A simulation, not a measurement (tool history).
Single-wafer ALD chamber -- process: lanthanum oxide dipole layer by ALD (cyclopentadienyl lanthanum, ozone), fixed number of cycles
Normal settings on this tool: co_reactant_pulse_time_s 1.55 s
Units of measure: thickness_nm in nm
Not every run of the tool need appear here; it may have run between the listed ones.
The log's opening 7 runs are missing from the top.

run    hour  co_reactant_pulse_time_s  wafers since the last listed run  hours since the last thermocouple change  hours since the last ozone generator service  hours since the showerhead was replaced  hours since the gauge calibration  read-back reference wafer on the same gauge, thickness_nm  thickness_nm
  8   331.5                      1.34                              1137                                    1598.6                                         336.4                                   3974.5                             1891.4                                                      0.445         0.506
  9   383.2                      1.99                               964                                    1650.3                                         388.1                                   4026.2                             1943.1                                                      0.444         0.533
 10   417.0                      1.07                               630                                    1684.1                                         421.9                                   4060.0                             1976.9                                                      0.444         0.471
 11   487.5                      1.55                              1315                                    1754.6                                         492.4                                   4130.5                             2047.4                                                      0.445         0.518
 12   512.1                      1.55                               458                                    1779.2                                         517.0                                   4155.1                             2072.0                                                      0.444         0.520
      529.9  -- thermocouple changed; heater temperature recalibrated
 13   547.9                      1.55                               518                                      18.0                                         552.8                                   4190.9                             2107.8                                                      0.445         0.519
 14   615.2                      2.16                              1255                                      85.3                                         620.1                                   4258.2                             2175.1                                                      0.445         0.536
 15   682.2                      1.55                              1249                                     152.3                                         687.1                                   4325.2                             2242.1                                                      0.444         0.514
      719.7  -- ozone generator serviced
 16   752.9                      1.87                              1169                                     223.0                                          33.2                                   4395.9                             2312.8                                                      0.444         0.536
 17   805.3                      1.35                               977                                     275.4                                          85.6                                   4448.3                             2365.2                                                      0.443         0.506
 18   866.9                      1.81                              1149                                     337.0                                         147.2                                   4509.9                             2426.8                                                      0.445         0.533
 19   898.1                      1.55                               582                                     368.2                                         178.4                                   4541.1                             2458.0                                                      0.444         0.519
 20   928.3                      1.95                               563                                     398.4                                         208.6                                   4571.3                             2488.2                                                      0.444         0.537
 21   967.3                      2.13                               727                                     437.4                                         247.6                                   4610.3                             2527.2                                                      0.444         0.537
 22   997.8                      1.94                               568                                     467.9                                         278.1                                   4640.8                             2557.7                                                      0.444         0.533
 23  1039.9                      1.55                               785                                     510.0                                         320.2                                   4682.9                             2599.8                                                      0.444         0.519
     1088.3  -- gauge calibrated
 24  1092.1                      1.96                               973                                     562.2                                         372.4                                   4735.1                                3.8                                                      0.444         0.537
     1160.5  -- showerhead replaced, of another model than before
 25  1301.6                      1.80                              3759                                     771.7                                         581.9                                    141.1                              213.3                                                      0.443         0.523
 26  1366.6                      1.28                              1212                                     836.7                                         646.9                                    206.1                              278.3                                                      0.445         0.506

Forecast run 27:
 27  1399.3                      1.37                               610                                     869.4                                         679.6                                    238.8                              311.0                                                          ?             ?

{"run 27": {"read-back reference wafer on the same gauge, thickness_nm": 0.444, "thickness_nm": 0.511}}
With the hidden condition absent and the run-to-run variation left alone, this run would have shown thickness_nm 0.518 nm.
